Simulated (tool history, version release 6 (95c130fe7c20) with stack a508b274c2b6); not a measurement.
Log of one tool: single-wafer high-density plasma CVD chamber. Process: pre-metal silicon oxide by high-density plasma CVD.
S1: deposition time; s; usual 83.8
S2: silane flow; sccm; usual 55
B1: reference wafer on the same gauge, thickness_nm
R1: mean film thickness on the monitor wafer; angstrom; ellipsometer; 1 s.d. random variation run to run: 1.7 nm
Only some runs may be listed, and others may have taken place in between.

run,hour,S1,S2,B1,R1
1,0,83.8,55,372.022,4545.35
2,83.9,83.8,55,371.971,4544.81
3,186.9,83.8,55,372.076,4568.91
4,259,83.8,55,371.871,4587.97
5,361.1,83.8,55,372.026,4578.62
6,455.4,83.8,53,372.072,4404.99
7,505.3,83.8,53,371.915,4428.28
8,586.1,76.9,55,372.041,4184.58
9,667.1,76.9,55,371.931,4172.51
10,744.5,76.9,55,371.623,4243.51
11,837.3,83.8,50,371.959,4178.25
12,1027.7,83.8,55,371.992,4628.32
13,1099.7,88.5,50,372.054,4456.65
14,1171.2,88.5,50,372.071,4458.5
15,1262.5,93.9,55,372.079,5153.28
16,1327.6,83.8,55,372.096,4639.37
17,1387.1,95.4,63,371.78,6056.43
18,1460.8,97.7,60,371.888,5855.5
19,1526.7,83.8,49,371.969,4132.26
# hour 1542: silane flow controller replaced
# hour 1586.6: gauge calibrated
20,1608.8,88.2,51,371.943,4184.21
21,1706.1,83.8,55,371.893,4295.06
22,1771.1,83.8,55,371.938,4250.58
23,1822.2,83.8,55,372.133,4299.8
24,1898.4,75.9,52,371.678,3669.66
25,1970.6,67.7,63,372.139,3941.93
# hour 2019: silane flow controller replaced, repeated, since the last time left the tool worse
26,2022.5,99.2,55,371.862,5324.91
27,2063.8,70.9,61,371.793,4201.32
28,2313.4,78.3,62,372.083,4739.53
29,2360,68.6,49,371.906,3305.68

5 options for the next run, each taken on its own from the tool as it stands now. Forecast them:
A,2360.4,83.8,55,?,?
B,2360.4,72.3,46,?,?
C,2360.4,93.4,44,?,?
D,2360.4,93,64,?,?
E,2360.4,77,59,?,?

run,B1,R1
A,372.01,4503.74
B,372.01,3274.54
C,372.01,4054.73
D,372.01,5784.3
E,372.01,4427.56
Take away the tool's hidden state, keep each run's random variation, and the runs would have read:
run,R1
A,4502.87
B,3273.9
C,4053.95
D,5783.19
E,4426.7
